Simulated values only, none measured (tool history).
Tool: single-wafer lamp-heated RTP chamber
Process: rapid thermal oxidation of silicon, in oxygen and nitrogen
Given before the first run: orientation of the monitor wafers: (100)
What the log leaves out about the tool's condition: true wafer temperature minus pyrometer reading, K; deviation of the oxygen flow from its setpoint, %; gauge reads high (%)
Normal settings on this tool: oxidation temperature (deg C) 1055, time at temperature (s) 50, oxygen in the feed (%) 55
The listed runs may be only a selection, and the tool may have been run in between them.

run    hour  oxidation temperature (deg C)  time at temperature (s)  oxygen in the feed (%)  wafers since the last listed run  wafers since the last pyrometer calibration  hours since the oxygen flow controller was replaced  hours since the gauge calibration  read-back reference wafer on the same gauge, thickness  oxide thickness on the monitor wafer (nm)
  1       0                           1055                       50                      55                                 0                                         5695                                                555.1                             1735.7                                                   7.977                                          7
  2    54.9                           1055                       50                      66                               481                                         6176                                                  610                             1790.6                                                   7.968                                      7.492
      117.9  -- pyrometer window cleaned and pyrometer calibrated
  3   118.3                           1055                       50                      66                               486                                            3                                                673.4                               1854                                                   7.982                                      7.467
  4   158.7                           1055                       50                      66                               354                                          358                                                713.8                             1894.4                                                   7.981                                      7.478
  5   263.3                           1055                       50                      55                               918                                         1276                                                818.4                               1999                                                   7.982                                      7.044
  6   351.5                           1055                       50                      55                               774                                         2050                                                906.6                             2087.2                                                   7.972                                      7.002
  7     550                           1055                       50                      55                              1742                                         3793                                               1105.1                             2285.7                                                   7.978                                      6.991
  8   595.8                           1055                       50                      55                               402                                         4195                                               1150.9                             2331.5                                                   7.967                                      7.009
  9   671.4                           1055                       50                      55                               663                                         4858                                               1226.5                             2407.1                                                   7.962                                      7.009
 10   776.6                           1055                       50                      55                               923                                         5782                                               1331.7                             2512.3                                                   7.974                                      6.953
 11   820.7                           1055                       50                      55                               387                                         6169                                               1375.8                             2556.4                                                   7.976                                      7.014
 12   867.8                           1055                       50                      55                               413                                         6582                                               1422.9                             2603.5                                                   7.965                                      6.982
      929.7  -- pyrometer window cleaned and pyrometer calibrated
 13     951                           1055                       50                      55                               660                                          187                                               1506.1                             2686.7                                                   7.974                                      6.987
 14    1017                           1055                       50                      55                               579                                          766                                               1572.1                             2752.7                                                   7.963                                      7.024
 15  1107.9                           1038                       50                      55                               797                                         1564                                                 1663                             2843.6                                                   7.968                                      6.241
 16  1211.4                           1041                       72                      55                               908                                         2472                                               1766.5                             2947.1                                                   7.953                                      7.509
 17  1290.5                           1055                       50                      55                               694                                         3167                                               1845.6                             3026.2                                                    7.97                                      6.983
 18  1349.6                           1028                       71                      68                               518                                         3685                                               1904.7                             3085.3                                                   7.963                                      7.319
 19  1454.7                           1025                       50                      55                               922                                         4608                                               2009.8                             3190.4                                                   7.973                                      5.689
 20  1500.5                           1076                       31                      47                               402                                         5010                                               2055.6                             3236.2                                                   7.972                                      6.214
 21  1605.5                           1078                       50                      68                               921                                         5932                                               2160.6                             3341.2                                                   7.981                                      8.811
 22  1693.5                           1055                       35                      55                               772                                         6704                                               2248.6                             3429.2                                                   7.979                                       6.01
 23    1743                           1055                       74                      70                               434                                         7139                                               2298.1                             3478.7                                                   7.979                                      9.101
 24    1820                           1055                       50                      55                               675                                         7815                                               2375.1                             3555.7                                                   7.972                                      7.008
 25  1898.9                           1055                       50                      55                               692                                         8507                                                 2454                             3634.6                                                    7.97                                      6.996
     1953.4  -- pyrometer window cleaned and pyrometer calibrated
 26  1974.2                           1077                       50                      66                               590                                          182                                               2529.3                             3709.9                                                   7.964                                      8.635
 27  2064.1                           1055                       50                      55                               789                                          971                                               2619.2                             3799.8                                                   7.975                                      7.028
     2108.1  -- oxygen flow controller replaced
     2137.7  -- gauge calibrated
 28  2239.4                           1032                       50                      72                              1468                                         2439                                                131.3                              101.7                                                   7.966                                      6.572
 29  2314.4                           1033                       50                      75                               658                                         3098                                                206.3                              176.7                                                   7.966                                      6.695
 30  2393.2                           1055                       66                      55                               691                                         3789                                                285.1                              255.5                                                   7.957                                      7.959
 31  2490.7                           1055                       50                      55                               855                                         4645                                                382.6                                353                                                   7.975                                      6.995
 32  2589.8                           1055                       50                      55                               869                                         5515                                                481.7                              452.1                                                   7.984                                      7.005
 33  2640.9                           1055                       72                      55                               448                                         5964                                                532.8                              503.2                                                   7.971                                      8.235
 34  2747.1                           1055                       50                      55                               932                                         6896                                                  639                              609.4                                                   7.963                                       6.99
     2758.7  -- pyrometer window cleaned and pyrometer calibrated
 35  2807.3                           1047                       50                      55                               458                                          426                                                699.2                              669.6                                                   7.983                                      6.594
 36  2899.9                           1055                       50                      55                               812                                         1239                                                791.8                              762.2                                                   7.969                                      7.005

Forecast run 37:
 37  2997.3                           1038                       40                      55                               854                                         2094                                                889.2                              859.6                                                       ?                                          ?

read-back reference wafer on the same gauge, thickness: 7.96
oxide thickness on the monitor wafer (nm): 5.669
On a tool with no hidden condition, and with the same random variation, this run would have come out at oxide thickness on the monitor wafer (nm) 5.669.

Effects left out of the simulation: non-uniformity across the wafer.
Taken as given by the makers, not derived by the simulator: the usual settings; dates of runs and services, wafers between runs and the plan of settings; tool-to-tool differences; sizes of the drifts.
